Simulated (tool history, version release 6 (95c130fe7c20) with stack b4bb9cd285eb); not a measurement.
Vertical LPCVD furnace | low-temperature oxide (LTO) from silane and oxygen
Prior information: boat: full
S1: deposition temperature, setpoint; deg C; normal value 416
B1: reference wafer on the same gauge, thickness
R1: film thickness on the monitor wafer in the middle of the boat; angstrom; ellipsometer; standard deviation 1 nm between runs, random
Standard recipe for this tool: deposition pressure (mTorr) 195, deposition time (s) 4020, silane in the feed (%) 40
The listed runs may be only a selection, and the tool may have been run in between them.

Run 1, day 0.000: usual settings; B1 697.73. Result: R1 6626.8 angstrom.
Run 2, day 0.575: usual settings; B1 696.90. Result: R1 6607.8 angstrom.
Run 3, day 0.979: usual settings; B1 697.06. Result: R1 6626.9 angstrom.
Run 4, day 1.329: usual settings; B1 696.50. Result: R1 6608.9 angstrom.
Run 5, day 1.842: usual settings; B1 695.69. Result: R1 6591.7 angstrom.
At day 3.600: silane flow controller replaced.
At day 4.200: gauge calibrated.
At day 4.467: pressure gauge zeroed.
Run 6, day 4.488: usual settings but deposition pressure (mTorr) 175; B1 702.18. Result: R1 5991.2 angstrom.
Run 7, day 4.683: usual settings but deposition pressure (mTorr) 175; B1 701.84. Result: R1 5990.4 angstrom.
Run 8, day 4.883: usual settings but deposition pressure (mTorr) 175; B1 701.70. Result: R1 5978.4 angstrom.
Run 9, day 5.079: usual settings; B1 701.50. Result: R1 6654.7 angstrom.
Run 10, day 5.279: usual settings but deposition pressure (mTorr) 235, deposition time (s) 5550, silane in the feed (%) 44; B1 701.44. Result: R1 12298.8 angstrom.
Run 11, day 5.475: usual settings but deposition pressure (mTorr) 170; B1 701.64. Result: R1 5795.7 angstrom.
Run 12, day 7.867: usual settings but S1 406 deg C, silane in the feed (%) 37; B1 699.52. Result: R1 5444.9 angstrom.
At day 8.946: thermocouples replaced and temperature profile calibrated.
Run 13, day 8.967: usual settings but deposition pressure (mTorr) 160; B1 699.31. Result: R1 5451.5 angstrom.
Run 14, day 9.162: usual settings but deposition pressure (mTorr) 160; B1 698.69. Result: R1 5456.0 angstrom.
Run 15, day 9.596: usual settings but deposition pressure (mTorr) 150, silane in the feed (%) 47; B1 699.05. Result: R1 6024.3 angstrom.
Run 16, day 10.321: usual settings but S1 410 deg C, deposition pressure (mTorr) 235, deposition time (s) 4740, silane in the feed (%) 43; B1 698.11. Result: R1 9568.8 angstrom.
Run 17, day 10.992: usual settings but silane in the feed (%) 43; B1 697.25. Result: R1 7151.8 angstrom.
Run 18, day 11.300: usual settings but S1 411 deg C, deposition pressure (mTorr) 170, deposition time (s) 5010, silane in the feed (%) 38; B1 697.26. Result: R1 6411.0 angstrom.
Run 19, day 11.917: usual settings; B1 697.04. Result: R1 6610.8 angstrom.

Here are 4 independent what-if runs from the current tool condition. What would each one return?
Run A, day 12.117: usual settings but silane in the feed (%) 46; B1 ?. Result: R1 ?.
Run B, day 12.117: usual settings but S1 410 deg C, deposition pressure (mTorr) 235, deposition time (s) 4860, silane in the feed (%) 48; B1 ?. Result: R1 ?.
Run C, day 12.117: usual settings but silane in the feed (%) 33; B1 ?. Result: R1 ?.
Run D, day 12.117: usual settings but deposition pressure (mTorr) 180; B1 ?. Result: R1 ?.

run      B1       R1
  A  696.94   7647.5
  B  696.94  10907.6
  C  696.94   5206.0
  D  696.94   6107.1
What these runs would have given with no unlogged condition in the tool:
run       R1
  A   7702.7
  B  10986.3
  C   5243.5
  D   6151.2

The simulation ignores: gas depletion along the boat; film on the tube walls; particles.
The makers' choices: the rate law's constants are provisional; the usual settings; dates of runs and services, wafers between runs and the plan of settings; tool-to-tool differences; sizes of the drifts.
